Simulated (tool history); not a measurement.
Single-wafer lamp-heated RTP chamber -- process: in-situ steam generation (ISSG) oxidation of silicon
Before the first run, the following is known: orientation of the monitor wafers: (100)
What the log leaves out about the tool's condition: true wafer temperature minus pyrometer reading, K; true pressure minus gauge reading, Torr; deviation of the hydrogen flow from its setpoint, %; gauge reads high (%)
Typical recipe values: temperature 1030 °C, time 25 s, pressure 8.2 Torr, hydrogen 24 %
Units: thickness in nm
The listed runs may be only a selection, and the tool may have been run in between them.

| run | hour | temperature | time | pressure | hydrogen | wafers since the last listed run | wafers since the last pyrometer calibration | hours since the pressure gauge was zeroed | hours since the hydrogen flow controller was replaced | hours since the gauge calibration | read-back reference wafer on the same gauge, thickness | thickness |
|---|---|---|---|---|---|---|---|---|---|---|---|---|
| 1 | 0.0 | 1030 | 25 | 8.2 | 24 | 0 | 4185 | 1033.5 | 2579.3 | 840.9 | 7.860 | 7.217 |
|  | 8.8 | pyrometer window cleaned and pyrometer calibrated |
| 2 | 51.9 | 1030 | 25 | 8.2 | 24 | 387 | 380 | 1085.4 | 2631.2 | 892.8 | 7.872 | 7.106 |
| 3 | 102.1 | 1037 | 25 | 8.2 | 24 | 443 | 824 | 1135.6 | 2681.4 | 943.0 | 7.861 | 7.374 |
| 4 | 168.3 | 1030 | 17 | 8.2 | 16 | 584 | 1409 | 1201.8 | 2747.6 | 1009.2 | 7.861 | 5.345 |
|  | 186.9 | hydrogen flow controller replaced |
| 5 | 213.8 | 1030 | 25 | 8.2 | 24 | 331 | 1740 | 1247.3 | 26.9 | 1054.7 | 7.859 | 7.130 |
| 6 | 240.2 | 1015 | 22 | 8.2 | 24 | 233 | 1973 | 1273.7 | 53.3 | 1081.1 | 7.862 | 6.260 |
| 7 | 271.1 | 1015 | 22 | 8.2 | 24 | 273 | 2246 | 1304.6 | 84.2 | 1112.0 | 7.855 | 6.241 |
| 8 | 327.6 | 1015 | 22 | 8.2 | 24 | 499 | 2746 | 1361.1 | 140.7 | 1168.5 | 7.866 | 6.272 |
| 9 | 390.5 | 1030 | 25 | 8.2 | 21 | 555 | 3301 | 1424.0 | 203.6 | 1231.4 | 7.853 | 7.001 |
| 10 | 455.1 | 1030 | 25 | 8.2 | 21 | 570 | 3872 | 1488.6 | 268.2 | 1296.0 | 7.869 | 7.018 |
|  | 490.4 | pyrometer window cleaned and pyrometer calibrated |
| 11 | 519.1 | 1030 | 25 | 8.2 | 21 | 494 | 253 | 1552.6 | 332.2 | 1360.0 | 7.859 | 6.877 |
| 12 | 585.1 | 1017 | 35 | 8.2 | 14 | 583 | 836 | 1618.6 | 398.2 | 1426.0 | 7.864 | 7.098 |
| 13 | 620.3 | 1010 | 30 | 7.0 | 19 | 311 | 1147 | 1653.8 | 433.4 | 1461.2 | 7.862 | 6.659 |
|  | 655.2 | pressure gauge zeroed |
| 14 | 669.8 | 1030 | 25 | 8.2 | 21 | 366 | 1514 | 14.6 | 482.9 | 1510.7 | 7.862 | 6.940 |
| 15 | 730.8 | 1030 | 25 | 7.7 | 24 | 538 | 2053 | 75.6 | 543.9 | 1571.7 | 7.865 | 7.161 |
| 16 | 791.8 | 1030 | 25 | 8.2 | 24 | 538 | 2592 | 136.6 | 604.9 | 1632.7 | 7.865 | 7.169 |
| 17 | 818.5 | 1043 | 25 | 8.2 | 24 | 235 | 2827 | 163.3 | 631.6 | 1659.4 | 7.856 | 7.684 |
|  | 833.5 | gauge calibrated |
| 18 | 876.0 | 1030 | 25 | 8.2 | 24 | 508 | 3336 | 220.8 | 689.1 | 42.5 | 7.854 | 7.203 |
|  | 892.7 | pyrometer window cleaned and pyrometer calibrated |
| 19 | 921.6 | 1047 | 31 | 7.7 | 24 | 332 | 255 | 266.4 | 734.7 | 88.1 | 7.854 | 8.715 |
| 20 | 984.3 | 1030 | 25 | 8.9 | 21 | 554 | 809 | 329.1 | 797.4 | 150.8 | 7.851 | 6.868 |
| 21 | 1042.2 | 1019 | 32 | 8.9 | 32 | 511 | 1321 | 387.0 | 855.3 | 208.7 | 7.863 | 8.168 |
| 22 | 1089.5 | 1041 | 35 | 8.2 | 29 | 417 | 1739 | 434.3 | 902.6 | 256.0 | 7.854 | 9.500 |
| 23 | 1125.9 | 1030 | 25 | 8.2 | 24 | 321 | 2060 | 470.7 | 939.0 | 292.4 | 7.858 | 7.209 |
| 24 | 1177.8 | 1024 | 17 | 9.5 | 18 | 458 | 2519 | 522.6 | 990.9 | 344.3 | 7.863 | 5.325 |
| 25 | 1216.9 | 1020 | 25 | 8.2 | 24 | 345 | 2865 | 561.7 | 1030.0 | 383.4 | 7.855 | 6.827 |
| 26 | 1266.0 | 1030 | 25 | 6.9 | 24 | 433 | 3298 | 610.8 | 1079.1 | 432.5 | 7.860 | 7.195 |
| 27 | 1301.7 | 1010 | 30 | 7.0 | 19 | 315 | 3614 | 646.5 | 1114.8 | 468.2 | 7.859 | 6.734 |
|  | 1327.8 | pyrometer window cleaned and pyrometer calibrated |
| 28 | 1339.9 | 1047 | 30 | 8.2 | 32 | 266 | 107 | 684.7 | 1153.0 | 506.4 | 7.860 | 9.171 |
| 29 | 1373.1 | 1021 | 25 | 8.2 | 24 | 293 | 400 | 717.9 | 1186.2 | 539.6 | 7.862 | 6.767 |
| 30 | 1409.1 | 1030 | 30 | 6.9 | 24 | 318 | 718 | 753.9 | 1222.2 | 575.6 | 7.860 | 7.824 |
| 31 | 1446.9 | 1030 | 25 | 7.7 | 16 | 333 | 1052 | 791.7 | 1260.0 | 613.4 | 7.853 | 6.500 |

Hidden state at the last listed run before each entry between runs and at the first one after, where it differs:
After run 1, before run 2: pyrometer window cleaned and pyrometer calibrated (hour 8.8)
  true wafer temperature minus pyrometer reading, K: 3.71 -> 0.431
  measured value less the no-hidden-state value, thickness: +0.137 -> +0.016 nm
After run 4, before run 5: hydrogen flow controller replaced (hour 186.9)
  true wafer temperature minus pyrometer reading, K: 1.26 -> 1.58
  measured value less the no-hidden-state value, thickness: +0.031 -> +0.058 nm
After run 10, before run 11: pyrometer window cleaned and pyrometer calibrated (hour 490.4)
  true wafer temperature minus pyrometer reading, K: 3.3 -> 0.297
  measured value less the no-hidden-state value, thickness: +0.119 -> +0.011 nm
After run 13, before run 14: pressure gauge zeroed (hour 655.2)
  true wafer temperature minus pyrometer reading, K: 1.02 -> 1.37
  measured value less the no-hidden-state value, thickness: +0.032 -> +0.049 nm
After run 17, before run 18: gauge calibrated (hour 833.5)
  true wafer temperature minus pyrometer reading, K: 2.43 -> 2.84
  measured value less the no-hidden-state value, thickness: +0.102 -> +0.105 nm
After run 18, before run 19: pyrometer window cleaned and pyrometer calibrated (hour 892.7)
  true wafer temperature minus pyrometer reading, K: 2.84 -> 0.558
  measured value less the no-hidden-state value, thickness: +0.105 -> +0.028 nm
After run 27, before run 28: pyrometer window cleaned and pyrometer calibrated (hour 1327.8)
  true wafer temperature minus pyrometer reading, K: 3.26 -> 0.257
  measured value less the no-hidden-state value, thickness: +0.105 -> +0.014 nm

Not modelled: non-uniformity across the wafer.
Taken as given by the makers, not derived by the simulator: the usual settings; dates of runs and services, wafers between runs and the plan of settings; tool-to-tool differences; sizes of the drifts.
